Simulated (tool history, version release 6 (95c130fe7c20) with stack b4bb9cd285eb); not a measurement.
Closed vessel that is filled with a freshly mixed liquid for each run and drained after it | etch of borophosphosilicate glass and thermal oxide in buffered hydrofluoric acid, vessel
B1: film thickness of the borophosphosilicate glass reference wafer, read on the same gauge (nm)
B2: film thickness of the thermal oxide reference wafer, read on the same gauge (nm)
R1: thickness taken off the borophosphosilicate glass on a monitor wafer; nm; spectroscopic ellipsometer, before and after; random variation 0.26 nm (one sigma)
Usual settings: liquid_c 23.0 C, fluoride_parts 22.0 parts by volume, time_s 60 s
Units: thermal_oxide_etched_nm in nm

{"run": 1, "hour": 0.0, "liquid_c": 23.0, "fluoride_parts": 22.0, "time_s": 60, "B1": 49.98, "B2": 150.02, "R1": 35.8, "thermal_oxide_etched_nm": 30.7}
{"run": 2, "hour": 37.7, "liquid_c": 23.0, "fluoride_parts": 18.5, "time_s": 60, "B1": 50.03, "B2": 149.98, "R1": 40.67, "thermal_oxide_etched_nm": 35.39}
{"run": 3, "hour": 83.3, "liquid_c": 23.0, "fluoride_parts": 22.0, "time_s": 60, "B1": 49.98, "B2": 149.99, "R1": 36.02, "thermal_oxide_etched_nm": 30.64}
{"run": 4, "hour": 174.0, "liquid_c": 23.0, "fluoride_parts": 22.0, "time_s": 60, "B1": 50.0, "B2": 150.01, "R1": 36.23, "thermal_oxide_etched_nm": 30.61}
{"run": 5, "hour": 262.5, "liquid_c": 23.0, "fluoride_parts": 22.0, "time_s": 60, "B1": 50.03, "B2": 150.0, "R1": 36.26, "thermal_oxide_etched_nm": 31.02}
{"run": 6, "hour": 399.5, "liquid_c": 23.0, "fluoride_parts": 22.0, "time_s": 60, "B1": 49.99, "B2": 150.02, "R1": 36.79, "thermal_oxide_etched_nm": 31.31}
{"hour": 429.7, "done": "thermometer replaced"}
{"run": 7, "hour": 474.4, "liquid_c": 23.0, "fluoride_parts": 22.0, "time_s": 60, "B1": 50.01, "B2": 149.99, "R1": 33.72, "thermal_oxide_etched_nm": 28.82}
{"run": 8, "hour": 529.6, "liquid_c": 23.0, "fluoride_parts": 22.0, "time_s": 60, "B1": 50.05, "B2": 150.0, "R1": 33.45, "thermal_oxide_etched_nm": 28.73}
{"run": 9, "hour": 593.8, "liquid_c": 23.0, "fluoride_parts": 22.0, "time_s": 30, "B1": 49.99, "B2": 150.03, "R1": 16.84, "thermal_oxide_etched_nm": 14.48}
{"run": 10, "hour": 690.9, "liquid_c": 20.5, "fluoride_parts": 22.0, "time_s": 45, "B1": 49.99, "B2": 150.01, "R1": 22.35, "thermal_oxide_etched_nm": 18.92}
{"run": 11, "hour": 727.4, "liquid_c": 23.0, "fluoride_parts": 18.5, "time_s": 60, "B1": 49.97, "B2": 150.02, "R1": 38.92, "thermal_oxide_etched_nm": 33.54}
{"run": 12, "hour": 768.3, "liquid_c": 23.0, "fluoride_parts": 22.0, "time_s": 45, "B1": 50.02, "B2": 149.98, "R1": 25.59, "thermal_oxide_etched_nm": 21.9}
{"hour": 849.3, "done": "hydrofluoric acid flow meter replaced"}
{"run": 13, "hour": 852.7, "liquid_c": 23.0, "fluoride_parts": 22.0, "time_s": 60, "B1": 49.99, "B2": 149.99, "R1": 33.85, "thermal_oxide_etched_nm": 29.42}
{"run": 14, "hour": 935.5, "liquid_c": 21.0, "fluoride_parts": 26.5, "time_s": 85, "B1": 50.01, "B2": 150.0, "R1": 38.24, "thermal_oxide_etched_nm": 32.56}
{"run": 15, "hour": 1023.7, "liquid_c": 25.0, "fluoride_parts": 22.0, "time_s": 80, "B1": 50.01, "B2": 150.01, "R1": 51.43, "thermal_oxide_etched_nm": 44.03}
{"run": 16, "hour": 1071.4, "liquid_c": 18.5, "fluoride_parts": 27.0, "time_s": 60, "B1": 49.99, "B2": 150.0, "R1": 23.44, "thermal_oxide_etched_nm": 20.05}
{"run": 17, "hour": 1177.5, "liquid_c": 23.0, "fluoride_parts": 22.0, "time_s": 60, "B1": 49.97, "B2": 150.0, "R1": 34.4, "thermal_oxide_etched_nm": 29.84}
{"run": 18, "hour": 1263.6, "liquid_c": 23.0, "fluoride_parts": 22.0, "time_s": 60, "B1": 49.99, "B2": 150.0, "R1": 35.12, "thermal_oxide_etched_nm": 29.81}
{"run": 19, "hour": 1315.0, "liquid_c": 25.5, "fluoride_parts": 16.5, "time_s": 60, "B1": 50.0, "B2": 150.0, "R1": 51.97, "thermal_oxide_etched_nm": 44.31}
{"run": 20, "hour": 1358.4, "liquid_c": 28.0, "fluoride_parts": 28.5, "time_s": 60, "B1": 50.0, "B2": 150.0, "R1": 38.86, "thermal_oxide_etched_nm": 33.01}
{"run": 21, "hour": 1400.1, "liquid_c": 20.5, "fluoride_parts": 28.5, "time_s": 95, "B1": 50.0, "B2": 149.99, "R1": 40.74, "thermal_oxide_etched_nm": 34.99}
{"run": 22, "hour": 1470.7, "liquid_c": 23.0, "fluoride_parts": 22.0, "time_s": 60, "B1": 50.0, "B2": 149.98, "R1": 35.43, "thermal_oxide_etched_nm": 30.03}
{"run": 23, "hour": 1564.0, "liquid_c": 23.0, "fluoride_parts": 22.0, "time_s": 60, "B1": 49.98, "B2": 150.01, "R1": 35.79, "thermal_oxide_etched_nm": 30.39}
{"run": 24, "hour": 1647.5, "liquid_c": 21.5, "fluoride_parts": 22.0, "time_s": 45, "B1": 50.04, "B2": 150.01, "R1": 24.82, "thermal_oxide_etched_nm": 21.08}
{"run": 25, "hour": 1719.5, "liquid_c": 23.0, "fluoride_parts": 22.0, "time_s": 70, "B1": 50.0, "B2": 149.97, "R1": 41.64, "thermal_oxide_etched_nm": 35.7}
{"run": 26, "hour": 1781.6, "liquid_c": 20.5, "fluoride_parts": 22.0, "time_s": 60, "B1": 50.01, "B2": 150.0, "R1": 31.47, "thermal_oxide_etched_nm": 26.79}

3 ways to go on from here, each from the tool as it stands after run 26. What would each give?
{"run": "A", "hour": 1782.3, "liquid_c": 23.0, "fluoride_parts": 22.0, "time_s": 60, "B1": "?", "B2": "?", "R1": "?", "thermal_oxide_etched_nm": "?"}
{"run": "B", "hour": 1782.3, "liquid_c": 26.5, "fluoride_parts": 22.0, "time_s": 60, "B1": "?", "B2": "?", "R1": "?", "thermal_oxide_etched_nm": "?"}
{"run": "C", "hour": 1782.3, "liquid_c": 23.0, "fluoride_parts": 16.0, "time_s": 60, "B1": "?", "B2": "?", "R1": "?", "thermal_oxide_etched_nm": "?"}

run=A B1=49.98 B2=150.02 R1=35.71 thermal_oxide_etched_nm=30.88
run=B B1=49.98 B2=150.02 R1=43.08 thermal_oxide_etched_nm=37.31
run=C B1=49.98 B2=150.02 R1=47.56 thermal_oxide_etched_nm=41.07
Without the tool's hidden state the same runs would have given:
run=A R1=33.03 thermal_oxide_etched_nm=28.53
run=B R1=39.90 thermal_oxide_etched_nm=34.53
run=C R1=43.99 thermal_oxide_etched_nm=37.96

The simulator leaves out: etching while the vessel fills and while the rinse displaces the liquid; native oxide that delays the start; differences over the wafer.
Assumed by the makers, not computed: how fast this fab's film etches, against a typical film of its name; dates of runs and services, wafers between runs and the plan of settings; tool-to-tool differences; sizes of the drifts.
